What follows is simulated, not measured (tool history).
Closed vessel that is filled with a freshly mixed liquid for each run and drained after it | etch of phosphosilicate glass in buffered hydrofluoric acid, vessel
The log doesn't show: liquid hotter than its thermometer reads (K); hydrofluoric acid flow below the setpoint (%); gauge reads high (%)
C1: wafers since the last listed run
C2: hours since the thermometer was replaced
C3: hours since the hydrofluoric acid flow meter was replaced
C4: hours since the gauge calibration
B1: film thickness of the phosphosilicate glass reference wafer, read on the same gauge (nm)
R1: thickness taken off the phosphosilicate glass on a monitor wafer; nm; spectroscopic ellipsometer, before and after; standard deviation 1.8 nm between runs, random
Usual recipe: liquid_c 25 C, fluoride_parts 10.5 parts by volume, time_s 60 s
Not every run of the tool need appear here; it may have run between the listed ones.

Run 1, hour 0: usual settings but fluoride_parts 9.5 parts by volume, time_s 45 s; C1 0; C2 1109.6; C3 1307.2; C4 822.2; B1 50. Result: R1 209.54 nm.
Run 2, hour 63.9: usual settings; C1 7167; C2 1173.5; C3 1371.1; C4 886.1; B1 50.01. Result: R1 257.34 nm.
Run 3, hour 165.4: usual settings but liquid_c 22 C; C1 11385; C2 1275; C3 1472.6; C4 987.6; B1 49.96. Result: R1 217.13 nm.
Run 4, hour 265: usual settings but time_s 70 s; C1 11171; C2 1374.6; C3 1572.2; C4 1087.2; B1 49.98. Result: R1 296.77 nm.
Run 5, hour 336: usual settings but time_s 70 s; C1 7963; C2 1445.6; C3 1643.2; C4 1158.2; B1 49.98. Result: R1 295.24 nm.
Run 6, hour 438.1: usual settings but time_s 70 s; C1 11452; C2 1547.7; C3 1745.3; C4 1260.3; B1 50.02. Result: R1 296.28 nm.
Run 7, hour 510.2: usual settings but fluoride_parts 8.5 parts by volume; C1 8087; C2 1619.8; C3 1817.4; C4 1332.4; B1 49.98. Result: R1 300.67 nm.
At hour 590.8: gauge calibrated.
Run 8, hour 616.8: usual settings but liquid_c 22.5 C; C1 11957; C2 1726.4; C3 1924; C4 26; B1 49.99. Result: R1 219.55 nm.
Run 9, hour 661.5: usual settings; C1 5013; C2 1771.1; C3 1968.7; C4 70.7; B1 50.01. Result: R1 249.72 nm.
Run 10, hour 740.9: usual settings; C1 8906; C2 1850.5; C3 2048.1; C4 150.1; B1 50.01. Result: R1 251.09 nm.
At hour 844.3: hydrofluoric acid flow meter replaced.
Run 11, hour 846.9: usual settings; C1 11777; C2 1956.5; C3 2.6; C4 256.1; B1 50.02. Result: R1 259.99 nm.
Run 12, hour 923.3: usual settings; C1 8569; C2 2032.9; C3 79; C4 332.5; B1 50. Result: R1 263.61 nm.
Run 13, hour 1011.7: usual settings but fluoride_parts 9 parts by volume; C1 9915; C2 2121.3; C3 167.4; C4 420.9; B1 49.99. Result: R1 296.4 nm.
Run 14, hour 1056.4: usual settings but fluoride_parts 9 parts by volume; C1 5013; C2 2166; C3 212.1; C4 465.6; B1 49.99. Result: R1 299.25 nm.
Run 15, hour 1101.1: usual settings but fluoride_parts 9 parts by volume, time_s 45 s; C1 5013; C2 2210.7; C3 256.8; C4 510.3; B1 50.03. Result: R1 222.77 nm.
Run 16, hour 1195.8: usual settings but liquid_c 23.5 C, time_s 90 s; C1 10622; C2 2305.4; C3 351.5; C4 605; B1 49.97. Result: R1 358.73 nm.
Run 17, hour 1269.1: usual settings but fluoride_parts 8.5 parts by volume; C1 8221; C2 2378.7; C3 424.8; C4 678.3; B1 50.03. Result: R1 314.57 nm.
At hour 1287.8: thermometer replaced.
Run 18, hour 1330.3: usual settings but liquid_c 30 C, fluoride_parts 6.5 parts by volume, time_s 40 s; C1 6752; C2 42.5; C3 486; C4 739.5; B1 50.02. Result: R1 361.5 nm.
Run 19, hour 1373.9: usual settings but liquid_c 27 C; C1 4890; C2 86.1; C3 529.6; C4 783.1; B1 49.99. Result: R1 295.75 nm.
Run 20, hour 1417.3: usual settings; C1 4868; C2 129.5; C3 573; C4 826.5; B1 50.01. Result: R1 262.99 nm.
Run 21, hour 1456: usual settings but liquid_c 30 C, fluoride_parts 6.5 parts by volume, time_s 40 s; C1 4340; C2 168.2; C3 611.7; C4 865.2; B1 50.03. Result: R1 359.11 nm.
Run 22, hour 1507: usual settings but liquid_c 28 C; C1 5720; C2 219.2; C3 662.7; C4 916.2; B1 50.01. Result: R1 307.61 nm.
Run 23, hour 1554.8: usual settings; C1 5361; C2 267; C3 710.5; C4 964; B1 50.02. Result: R1 258.62 nm.
Run 24, hour 1604: usual settings but liquid_c 29 C; C1 5518; C2 316.2; C3 759.7; C4 1013.2; B1 50.01. Result: R1 327.24 nm.
Run 25, hour 1644.6: usual settings but liquid_c 21.5 C, fluoride_parts 13.5 parts by volume; C1 4554; C2 356.8; C3 800.3; C4 1053.8; B1 50. Result: R1 168.71 nm.
Run 26, hour 1720.2: usual settings but liquid_c 21 C; C1 8479; C2 432.4; C3 875.9; C4 1129.4; B1 49.99. Result: R1 205.22 nm.
Run 27, hour 1797.8: usual settings but liquid_c 28 C; C1 8704; C2 510; C3 953.5; C4 1207; B1 49.98. Result: R1 301.66 nm.
Run 28, hour 1868.4: usual settings; C1 7919; C2 580.6; C3 1024.1; C4 1277.6; B1 50.02. Result: R1 254.87 nm.

Predict each of these 5 candidate next runs independently; none follows another, all start after run 28:
Run A, hour 1869.1: usual settings but fluoride_parts 9.5 parts by volume; C1 78; C2 581.3; C3 1024.8; C4 1278.3; B1 ?. Result: R1 ?.
Run B, hour 1869.1: usual settings but liquid_c 27.5 C; C1 78; C2 581.3; C3 1024.8; C4 1278.3; B1 ?. Result: R1 ?.
Run C, hour 1869.1: usual settings but fluoride_parts 12.5 parts by volume; C1 78; C2 581.3; C3 1024.8; C4 1278.3; B1 ?. Result: R1 ?.
Run D, hour 1869.1: usual settings but liquid_c 28.5 C; C1 78; C2 581.3; C3 1024.8; C4 1278.3; B1 ?. Result: R1 ?.
Run E, hour 1869.1: usual settings but liquid_c 28 C, fluoride_parts 12 parts by volume, time_s 35 s; C1 78; C2 581.3; C3 1024.8; C4 1278.3; B1 ?. Result: R1 ?.

run  B1      R1
  A  50  283.56
  B  50  296.79
  C  50  218.86
  D  50  312.98
  E  50  156.08
Had the tool no hidden state, the same runs would have come out as:
run      R1
  A  288.29
  B  304.46
  C  224.54
  D  321.07
  E  160.14
